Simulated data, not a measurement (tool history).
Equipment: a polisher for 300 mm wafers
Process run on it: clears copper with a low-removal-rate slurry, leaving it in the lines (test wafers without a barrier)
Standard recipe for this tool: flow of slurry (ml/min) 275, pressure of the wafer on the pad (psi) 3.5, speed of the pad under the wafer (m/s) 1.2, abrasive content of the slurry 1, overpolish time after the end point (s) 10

run    hour  flow of slurry (ml/min)  pressure of the wafer on the pad (psi)  speed of the pad under the wafer (m/s)  abrasive content of the slurry  overpolish time after the end point (s)  wafers since the last listed run  wafers polished on this pad  hours since the slurry nozzle was cleaned  hours since the head pressure was calibrated  hours since the slurry blender was calibrated  incoming thickness of the incoming film, nm  time until the end point was called (s)  dishing of a wide line in a test structure (Å)
  1       0                      275                                     3.5                                     1.2                               1                                       10                                 0                          213                                      526.8                                          82.6                                           47.2                                        672.1                                    171.8                                             247
  2    25.7                      275                                     3.5                                     1.2                               1                                       10                               237                          451                                      552.5                                         108.3                                           72.9                                        669.4                                    169.5                                             246
  3    64.4                      275                                     3.5                                     1.2                               1                                       10                               358                          809                                      591.2                                           147                                          111.6                                        656.8                                    165.6                                             253
  4    98.6                      275                                     3.5                                     1.2                               1                                       10                               316                         1126                                      625.4                                         181.2                                          145.8                                        672.2                                      168                                             244
  5   159.8                      275                                     3.5                                     1.2                               1                                       10                               566                         1692                                      686.6                                         242.4                                            207                                        673.7                                    169.4                                             247
  6   207.3                      275                                     3.5                                     1.2                               1                                       10                               439                         2132                                      734.1                                         289.9                                          254.5                                          666                                    167.8                                             237
  7   265.3                      275                                     3.5                                     1.2                               1                                       10                               536                         2669                                      792.1                                         347.9                                          312.5                                        678.4                                    172.6                                             248
      266.5  -- slurry nozzle cleaned
  8   302.5                      275                                     3.5                                     1.2                               1                                       10                               335                         3004                                         36                                         385.1                                          349.7                                        674.2                                    173.2                                             237
  9   327.7                      275                                     3.5                                    1.36                               1                                       10                               233                         3237                                       61.2                                         410.3                                          374.9                                        676.9                                    152.5                                             268
      337.2  -- slurry blender recalibrated
      339.6  -- head pressure recalibrated
 10   392.7                      355                                     3.5                                    1.58                             1.2                                       10                               564                         3802                                      126.2                                          53.1                                           55.5                                        684.5                                    120.3                                             321
      405.7  -- worn pad replaced by a new one
 11   443.1                      320                                     3.5                                    1.38                             1.3                                        8                               429                          345                                      176.6                                         103.5                                          105.9                                        666.3                                    129.5                                             245
 12     508                      275                                     3.5                                    0.82                             1.1                                       10                               600                          946                                      241.5                                         168.4                                          170.8                                        677.5                                    239.8                                             185
 13   554.3                      275                                     3.5                                    1.52                               1                                       10                               428                         1375                                      287.8                                         214.7                                          217.1                                        668.4                                    132.6                                             291
 14   591.5                      275                                       3                                     1.2                               1                                       12                               344                         1719                                        325                                         251.9                                          254.3                                        668.8                                    186.9                                             260
 15   662.5                      275                                       4                                    0.94                               1                                        6                               657                         2376                                        396                                         322.9                                          325.3                                        678.5                                      202                                             135
 16   724.2                      215                                     3.5                                     1.2                               1                                       14                               571                         2948                                      457.7                                         384.6                                            387                                        666.1                                    175.1                                             315
      734.2  -- worn pad replaced by a new one
      736.2  -- slurry blender recalibrated
      736.3  -- head pressure recalibrated
 17   775.4                      235                                     3.5                                    1.48                               1                                       10                               418                          362                                      508.9                                          39.1                                           39.2                                        672.7                                    141.1                                             279
 18   836.6                      275                                     3.5                                     1.2                               1                                       10                               566                          928                                      570.1                                         100.3                                          100.4                                        679.3                                    169.1                                             237
 19   866.6                      250                                     3.5                                     1.2                               1                                       10                               277                         1206                                      600.1                                         130.3                                          130.4                                          657                                    167.5                                             238
 20   905.4                      220                                     3.5                                    0.98                            0.75                                        5                               359                         1565                                      638.9                                         169.1                                          169.2                                        681.9                                    244.9                                             102
 21   965.1                      275                                       3                                     1.2                               1                                       12                               552                         2118                                      698.6                                         228.8                                          228.9                                        672.8                                    187.7                                             265
        996  -- slurry nozzle cleaned
 22   997.2                      360                                     3.5                                    1.48                            1.25                                        5                               287                         2406                                        1.2                                         260.9                                            261                                        657.4                                    121.6                                             178
 23  1027.6                      350                                       3                                     1.2                               1                                       10                               281                         2687                                       31.6                                         291.3                                          291.4                                        669.8                                    183.1                                             230
 24  1084.3                      190                                     3.5                                     1.2                               1                                       15                               524                         3212                                       88.3                                           348                                          348.1                                        670.5                                    179.7                                             309
     1103.6  -- worn pad replaced by a new one
 25  1125.9                      220                                     3.5                                    0.98                            0.75                                        5                               348                          206                                      129.9                                         389.6                                          389.7                                        667.6                                    241.4                                              97
     1140.6  -- slurry blender recalibrated
 26  1195.6                      275                                     3.5                                     1.6                               1                                       10                               626                          832                                      199.6                                         459.3                                             55                                        671.1                                    128.3                                             299
 27  1238.3                      275                                     3.5                                     1.2                               1                                       13                               395                         1228                                      242.3                                           502                                           97.7                                        668.8                                    168.9                                             293
       1243  -- head pressure recalibrated
 28  1268.5                      185                                     4.6                                     1.2                            0.85                                        4                               261                         1489                                      272.5                                          25.5                                          127.9                                        674.2                                    162.5                                             115

State the hidden condition of the tool at each of the runs:
removal rate lost through wear of the pad, %: 0 across all the runs
slurry flow missing at the pad, %: 0 across all the runs
deviation of the head's pressure from its setpoint, %: 0 across all the runs
abrasive missing from the slurry, %: 0 across all the runs

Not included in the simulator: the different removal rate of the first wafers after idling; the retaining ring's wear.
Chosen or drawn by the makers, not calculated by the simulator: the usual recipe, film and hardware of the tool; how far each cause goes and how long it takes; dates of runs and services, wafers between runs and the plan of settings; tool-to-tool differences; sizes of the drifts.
